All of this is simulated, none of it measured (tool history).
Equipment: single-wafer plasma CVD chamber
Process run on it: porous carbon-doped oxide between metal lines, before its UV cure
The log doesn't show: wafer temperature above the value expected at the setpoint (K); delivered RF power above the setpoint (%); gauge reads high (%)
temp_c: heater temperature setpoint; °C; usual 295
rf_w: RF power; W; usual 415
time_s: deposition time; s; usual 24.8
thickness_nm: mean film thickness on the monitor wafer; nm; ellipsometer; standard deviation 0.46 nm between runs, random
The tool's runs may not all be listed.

run	hour	temp_c	rf_w	time_s	wafers since the last listed run	hours since the last thermocouple change	hours since the last RF generator calibration	hours since the showerhead was replaced	hours since the gauge calibration	read-back reference wafer on the same gauge, thickness_nm	thickness_nm
1	0.0	295	465	24.8	0	801.5	2003.1	7344.8	226.4	151.842	135.535
2	12.7	305	415	22.3	327	814.2	2015.8	7357.5	239.1	151.902	104.549
3	25.5	305	415	22.3	330	827.0	2028.6	7370.3	251.9	152.194	104.763
4	37.5	305	415	22.3	309	839.0	2040.6	7382.3	263.9	151.858	103.652
5	47.2	295	415	27.7	250	848.7	2050.3	7392.0	273.6	152.067	137.235
6	59.1	295	415	27.7	307	860.6	2062.2	7403.9	285.5	151.910	138.347
7	72.0	295	390	24.8	333	873.5	2075.1	7416.8	298.4	152.067	116.834
8	94.5	295	390	24.8	581	896.0	2097.6	7439.3	320.9	151.993	117.698
9	103.5	295	415	24.8	232	905.0	2106.6	7448.3	329.9	151.871	123.465
10	117.3	301	475	24.8	356	918.8	2120.4	7462.1	343.7	152.022	131.489
11	134.4	301	475	24.8	441	935.9	2137.5	7479.2	360.8	151.832	131.992
12	142.8	301	475	24.8	216	944.3	2145.9	7487.6	369.2	152.005	131.773
13	150.9	295	465	21.1	209	952.4	2154.0	7495.7	377.3	152.065	116.725
14	166.2	295	415	24.8	395	967.7	2169.3	7511.0	392.6	151.949	124.393
15	176.2	295	465	24.8	258	977.7	2179.3	7521.0	402.6	151.947	135.110
16	210.8	295	415	24.8	893	1012.3	2213.9	7555.6	437.2	151.885	123.653
17	220.9	302	355	21.1	260	1022.4	2224.0	7565.7	447.3	151.827	88.759
# hour 235.4: thermocouple changed; heater temperature recalibrated
18	236.5	308	465	23.4	196	1.1	2239.6	7581.3	462.9	151.941	113.447
# hour 244.7: gauge calibrated
# hour 246.7: RF generator calibrated
19	254.2	295	475	28.7	250	18.8	7.5	7599.0	9.5	151.895	162.866
20	296.3	295	415	24.8	1087	60.9	49.6	7641.1	51.6	152.166	126.508
21	311.1	295	415	28.0	382	75.7	64.4	7655.9	66.4	152.109	142.955
# hour 323.8: showerhead replaced
22	324.3	295	415	24.8	134	88.9	77.6	0.5	79.6	151.927	126.663
23	331.3	295	415	24.8	180	95.9	84.6	7.5	86.6	151.857	126.463
24	346.1	285	415	21.6	382	110.7	99.4	22.3	101.4	152.109	119.691
25	362.6	295	415	24.8	426	127.2	115.9	38.8	117.9	151.910	126.897
26	374.4	295	375	24.8	304	139.0	127.7	50.6	129.7	152.019	117.180
27	382.3	295	475	20.8	204	146.9	135.6	58.5	137.6	151.987	118.408
28	396.4	295	455	24.8	364	161.0	149.7	72.6	151.7	151.970	136.029
29	412.6	295	475	20.8	418	177.2	165.9	88.8	167.9	151.951	119.370
30	423.3	309	435	28.7	276	187.9	176.6	99.5	178.6	152.025	138.294
31	440.9	295	395	20.2	454	205.5	194.2	117.1	196.2	152.013	99.769
32	448.5	295	415	26.3	196	213.1	201.8	124.7	203.8	151.993	133.976
33	454.8	295	475	20.8	162	219.4	208.1	131.0	210.1	151.975	119.089
34	469.3	295	415	19.9	374	233.9	222.6	145.5	224.6	151.798	102.418

Forecast each of these 4 alternatives for the next run:
A	469.7	295	415	24.8	10	234.3	223.0	145.9	225.0	?	?
B	469.7	283	415	19.9	10	234.3	223.0	145.9	225.0	?	?
C	469.7	283	335	28.9	10	234.3	223.0	145.9	225.0	?	?
D	469.7	305	415	26.1	10	234.3	223.0	145.9	225.0	?	?

run	read-back reference wafer on the same gauge, thickness_nm	thickness_nm
A	151.994	127.244
B	151.994	111.885
C	151.994	134.851
D	151.994	125.255
What these runs would have given with no unlogged condition in the tool:
run	thickness_nm
A	127.491
B	112.028
C	135.073
D	125.566
